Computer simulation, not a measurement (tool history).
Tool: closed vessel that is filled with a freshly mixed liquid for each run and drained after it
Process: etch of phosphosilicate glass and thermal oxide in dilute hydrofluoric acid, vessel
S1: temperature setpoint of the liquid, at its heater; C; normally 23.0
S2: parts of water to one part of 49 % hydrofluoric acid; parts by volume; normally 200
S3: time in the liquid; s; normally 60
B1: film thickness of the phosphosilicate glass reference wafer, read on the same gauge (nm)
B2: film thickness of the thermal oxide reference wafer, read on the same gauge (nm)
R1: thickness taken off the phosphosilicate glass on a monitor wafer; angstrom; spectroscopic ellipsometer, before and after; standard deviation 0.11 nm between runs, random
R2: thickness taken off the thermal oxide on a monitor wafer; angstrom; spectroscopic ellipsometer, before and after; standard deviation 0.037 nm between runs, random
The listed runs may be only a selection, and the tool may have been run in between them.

run,day,S1,S2,S3,B1,B2,R1,R2
1,0.000,23.0,200,60,59.98,40.036,363.8,15.05
2,1.271,23.0,200,60,60.00,40.013,364.0,14.60
3,2.275,23.0,200,60,59.99,40.010,364.1,15.29
4,3.450,23.0,200,60,59.95,40.011,365.4,14.56
5,4.696,23.0,200,60,59.98,39.980,364.7,14.68
6,5.229,23.0,200,60,59.98,40.016,364.3,14.69
7,6.225,23.0,250,60,60.00,40.032,276.8,10.93
# day 6.342: gauge calibrated
8,7.379,25.0,200,60,59.98,40.019,394.8,16.08
# day 8.088: hydrofluoric acid flow meter replaced
9,8.129,25.0,200,60,60.02,39.978,395.0,15.47
10,9.212,25.0,200,60,59.98,40.025,393.5,15.98
11,10.250,21.0,200,60,60.00,39.983,340.5,14.45
12,11.417,23.0,235,60,59.99,40.011,301.1,13.01
13,12.712,27.0,200,70,60.01,39.979,494.2,21.41
14,13.712,19.5,200,45,60.04,40.043,242.6,9.92
15,14.779,23.0,135,60,59.98,39.946,587.4,24.18
16,16.188,23.0,200,60,59.98,39.974,369.3,14.83
17,18.575,28.0,175,80,60.02,40.049,693.3,27.85
18,19.667,19.5,115,50,59.99,39.990,514.9,20.74
# day 20.308: thermometer replaced
19,20.942,26.0,295,30,59.97,39.998,115.9,4.81
20,22.242,23.0,200,60,59.98,39.978,340.1,14.28
21,23.712,23.0,200,60,60.01,39.975,340.8,13.71
22,24.979,18.0,255,85,60.01,40.010,297.1,12.14
23,26.225,23.0,200,60,59.99,39.983,341.1,14.82
24,27.017,18.5,200,60,59.99,40.054,286.7,11.76
25,28.267,25.0,200,60,60.01,39.983,367.8,14.04
26,29.046,28.0,200,30,60.00,40.021,205.9,8.11
27,29.888,23.0,200,60,59.99,40.001,342.1,14.38

Below are 3 alternative next runs, each starting from the tool's condition after run 27. Predict each:
A,29.917,23.0,200,50,?,?,?,?
B,29.917,23.0,130,60,?,?,?,?
C,29.917,26.5,255,60,?,?,?,?

run,B1,B2,R1,R2
A,60.00,40.000,284.6,11.63
B,60.00,40.000,567.6,23.20
C,60.00,40.000,286.3,11.70
Take away the tool's hidden state, keep each run's random variation, and the runs would have read:
run,R1,R2
A,281.2,11.49
B,560.5,22.91
C,283.2,11.57
